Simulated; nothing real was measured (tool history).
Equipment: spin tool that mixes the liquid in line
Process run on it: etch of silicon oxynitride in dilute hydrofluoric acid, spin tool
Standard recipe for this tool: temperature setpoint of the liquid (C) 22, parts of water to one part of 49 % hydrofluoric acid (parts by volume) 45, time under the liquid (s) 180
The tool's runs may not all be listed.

run    hour  temperature setpoint of the liquid (C)  parts of water to one part of 49 % hydrofluoric acid (parts by volume)  time under the liquid (s)  wafers since the last listed run  hours since the thermometer was replaced  hours since the hydrofluoric acid flow meter was replaced  hours since the gauge calibration  read-back film thickness of the silicon oxynitride reference wafer, read on the same gauge (nm)  thickness taken off the silicon oxynitride on a monitor wafer (Å)
  1       0                                      22                                                                      45                        180                                 0                                    1255.7                                                        506                               58.4                                                                                               60                                                               82.6
  2    84.9                                      22                                                                      45                        180                               544                                    1340.6                                                      590.9                              143.3                                                                                            59.99                                                               82.9
  3   183.7                                      22                                                                      45                        180                               633                                    1439.4                                                      689.7                              242.1                                                                                            60.01                                                               81.4
  4   236.5                                      22                                                                      45                        245                               338                                    1492.2                                                      742.5                              294.9                                                                                            60.01                                                                112
  5   281.4                                      22                                                                      45                        245                               287                                    1537.1                                                      787.4                              339.8                                                                                            60.05                                                              110.1
  6   342.1                                      22                                                                      45                        245                               389                                    1597.8                                                      848.1                              400.5                                                                                            59.99                                                              111.6
  7   379.3                                      22                                                                      45                        180                               238                                      1635                                                      885.3                              437.7                                                                                               60                                                               80.3
  8   430.9                                      22                                                                      45                        180                               330                                    1686.6                                                      936.9                              489.3                                                                                               60                                                               81.1
  9   511.9                                      22                                                                      45                        180                               519                                    1767.6                                                     1017.9                              570.3                                                                                            59.98                                                               79.6
 10   574.2                                      22                                                                      45                        180                               399                                    1829.9                                                     1080.2                              632.6                                                                                            60.02                                                               80.9
 11   677.4                                      20                                                                      25                        225                               661                                    1933.1                                                     1183.4                              735.8                                                                                            60.01                                                              164.6
      695.1  -- thermometer replaced
      717.4  -- gauge calibrated
 12   746.6                                      22                                                                      45                        180                               437                                      51.5                                                     1252.6                               29.2                                                                                            59.99                                                               86.9
 13   804.5                                    26.5                                                                      35                        215                               371                                     109.4                                                     1310.5                               87.1                                                                                               60                                                              167.1
 14   890.8                                      22                                                                      45                        180                               553                                     195.7                                                     1396.8                              173.4                                                                                            60.02                                                               86.9
        916  -- hydrofluoric acid flow meter replaced
 15   947.8                                      22                                                                      45                        180                               358                                     252.7                                                       31.8                              230.4                                                                                            59.98                                                               86.9
 16  1009.2                                      22                                                                      40                        180                               393                                     314.1                                                       93.2                              291.8                                                                                               60                                                               96.9
 17  1112.6                                      18                                                                      40                        145                               662                                     417.5                                                      196.6                              395.2                                                                                            59.99                                                               63.6
 18  1160.1                                      17                                                                      45                        130                               304                                       465                                                      244.1                              442.7                                                                                            60.02                                                               47.3
 19  1226.7                                    20.5                                                                      60                        180                               426                                     531.6                                                      310.7                              509.3                                                                                               60                                                               59.5
 20  1323.5                                      22                                                                      45                        180                               620                                     628.4                                                      407.5                              606.1                                                                                            60.01                                                                 85

4 options for the next run, each taken on its own from the tool as it stands now. Forecast them:
  A  1324                                      22                                                                      45                        265                                 3                                     628.9                                                        408                              606.6                                                                                                ?                                                                  ?
  B  1324                                      20                                                                      30                        130                                 3                                     628.9                                                        408                              606.6                                                                                                ?                                                                  ?
  C  1324                                      22                                                                      45                        220                                 3                                     628.9                                                        408                              606.6                                                                                                ?                                                                  ?
  D  1324                                    25.5                                                                      60                        260                                 3                                     628.9                                                        408                              606.6                                                                                                ?                                                                  ?

run  read-back film thickness of the silicon oxynitride reference wafer, read on the same gauge (nm)  thickness taken off the silicon oxynitride on a monitor wafer (Å)
  A                                                                                            60.01                                                              125.1
  B                                                                                            60.01                                                                 84
  C                                                                                            60.01                                                              103.8
  D                                                                                            60.01                                                                108
What these runs would have given with no unlogged condition in the tool:
run  thickness taken off the silicon oxynitride on a monitor wafer (Å)
  A                                                              128.7
  B                                                               86.5
  C                                                              106.9
  D                                                                111

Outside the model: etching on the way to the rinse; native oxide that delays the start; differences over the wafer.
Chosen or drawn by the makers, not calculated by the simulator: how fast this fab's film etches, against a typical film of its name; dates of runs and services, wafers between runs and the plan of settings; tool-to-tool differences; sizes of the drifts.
